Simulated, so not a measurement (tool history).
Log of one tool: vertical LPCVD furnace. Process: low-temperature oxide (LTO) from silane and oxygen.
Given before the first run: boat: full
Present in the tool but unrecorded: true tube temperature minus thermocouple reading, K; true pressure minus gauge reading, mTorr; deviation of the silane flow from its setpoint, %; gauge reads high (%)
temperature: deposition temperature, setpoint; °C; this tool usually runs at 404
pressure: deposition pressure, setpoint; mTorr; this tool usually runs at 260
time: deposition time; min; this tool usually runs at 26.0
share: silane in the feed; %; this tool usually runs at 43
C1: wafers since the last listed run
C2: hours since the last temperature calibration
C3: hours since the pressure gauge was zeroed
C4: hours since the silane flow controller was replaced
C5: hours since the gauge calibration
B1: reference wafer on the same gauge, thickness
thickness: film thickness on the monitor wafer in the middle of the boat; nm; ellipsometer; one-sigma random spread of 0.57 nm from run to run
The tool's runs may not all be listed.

run 1 hour=0.0 | temperature=404 pressure=260 time=26.0 share=43 | C1=0 C2=4178.9 C3=3628.6 C4=5294.5 C5=3.0 | B1=424.90 | thickness=358.60
run 2 hour=21.8 | temperature=404 pressure=300 time=26.0 share=38 | C1=346 C2=4200.7 C3=3650.4 C4=5316.3 C5=24.8 | B1=424.91 | thickness=360.70
run 3 hour=37.6 | temperature=404 pressure=260 time=26.0 share=43 | C1=251 C2=4216.5 C3=3666.2 C4=5332.1 C5=40.6 | B1=424.86 | thickness=358.37
run 4 hour=57.8 | temperature=404 pressure=260 time=26.0 share=43 | C1=321 C2=4236.7 C3=3686.4 C4=5352.3 C5=60.8 | B1=425.15 | thickness=358.29
run 5 hour=81.9 | temperature=404 pressure=260 time=26.0 share=43 | C1=383 C2=4260.8 C3=3710.5 C4=5376.4 C5=84.9 | B1=425.06 | thickness=358.70
run 6 hour=103.3 | temperature=404 pressure=260 time=26.0 share=43 | C1=340 C2=4282.2 C3=3731.9 C4=5397.8 C5=106.3 | B1=424.95 | thickness=358.28
-- hour=130.7 thermocouples replaced and temperature profile calibrated
run 7 hour=134.3 | temperature=404 pressure=260 time=26.0 share=45 | C1=111 C2=3.6 C3=3762.9 C4=5428.8 C5=137.3 | B1=424.92 | thickness=375.87
-- hour=171.7 silane flow controller replaced
run 8 hour=172.2 | temperature=394 pressure=260 time=26.0 share=43 | C1=221 C2=41.5 C3=3800.8 C4=0.5 C5=175.2 | B1=425.01 | thickness=321.70
run 9 hour=201.4 | temperature=395 pressure=260 time=33.5 share=45 | C1=464 C2=70.7 C3=3830.0 C4=29.7 C5=204.4 | B1=425.16 | thickness=439.86
run 10 hour=227.2 | temperature=410 pressure=300 time=19.5 share=48 | C1=410 C2=96.5 C3=3855.8 C4=55.5 C5=230.2 | B1=424.89 | thickness=370.22
run 11 hour=246.0 | temperature=404 pressure=260 time=26.0 share=43 | C1=299 C2=115.3 C3=3874.6 C4=74.3 C5=249.0 | B1=425.23 | thickness=359.21
-- hour=279.5 pressure gauge zeroed
-- hour=286.3 gauge calibrated
run 12 hour=343.2 | temperature=410 pressure=260 time=26.0 share=50 | C1=1164 C2=212.5 C3=63.7 C4=171.5 C5=56.9 | B1=425.02 | thickness=463.92
run 13 hour=363.2 | temperature=411 pressure=260 time=23.0 share=43 | C1=318 C2=232.5 C3=83.7 C4=191.5 C5=76.9 | B1=424.97 | thickness=360.35
run 14 hour=391.0 | temperature=415 pressure=210 time=35.5 share=39 | C1=442 C2=260.3 C3=111.5 C4=219.3 C5=104.7 | B1=424.86 | thickness=419.29
run 15 hour=414.4 | temperature=404 pressure=260 time=26.0 share=43 | C1=372 C2=283.7 C3=134.9 C4=242.7 C5=128.1 | B1=425.22 | thickness=377.42

Branching from run 15: 5 alternative next runs. What would each branch give?
run A hour=418.2 | temperature=404 pressure=200 time=26.0 share=43 | C1=60 C2=287.5 C3=138.7 C4=246.5 C5=131.9 | B1=? | thickness=?
run B hour=418.2 | temperature=398 pressure=260 time=16.0 share=45 | C1=60 C2=287.5 C3=138.7 C4=246.5 C5=131.9 | B1=? | thickness=?
run C hour=418.2 | temperature=411 pressure=260 time=26.0 share=50 | C1=60 C2=287.5 C3=138.7 C4=246.5 C5=131.9 | B1=? | thickness=?
run D hour=418.2 | temperature=404 pressure=260 time=22.5 share=43 | C1=60 C2=287.5 C3=138.7 C4=246.5 C5=131.9 | B1=? | thickness=?
run E hour=418.2 | temperature=408 pressure=260 time=26.0 share=41 | C1=60 C2=287.5 C3=138.7 C4=246.5 C5=131.9 | B1=? | thickness=?

run=A B1=424.83 thickness=291.25
run=B B1=424.83 thickness=229.27
run=C B1=424.83 thickness=468.29
run=D B1=424.83 thickness=327.58
run=E B1=424.83 thickness=374.69
With the hidden condition removed and each run's random variation left untouched, the same runs would have given:
run=A thickness=290.96
run=B thickness=229.09
run=C thickness=467.93
run=D thickness=327.33
run=E thickness=374.40
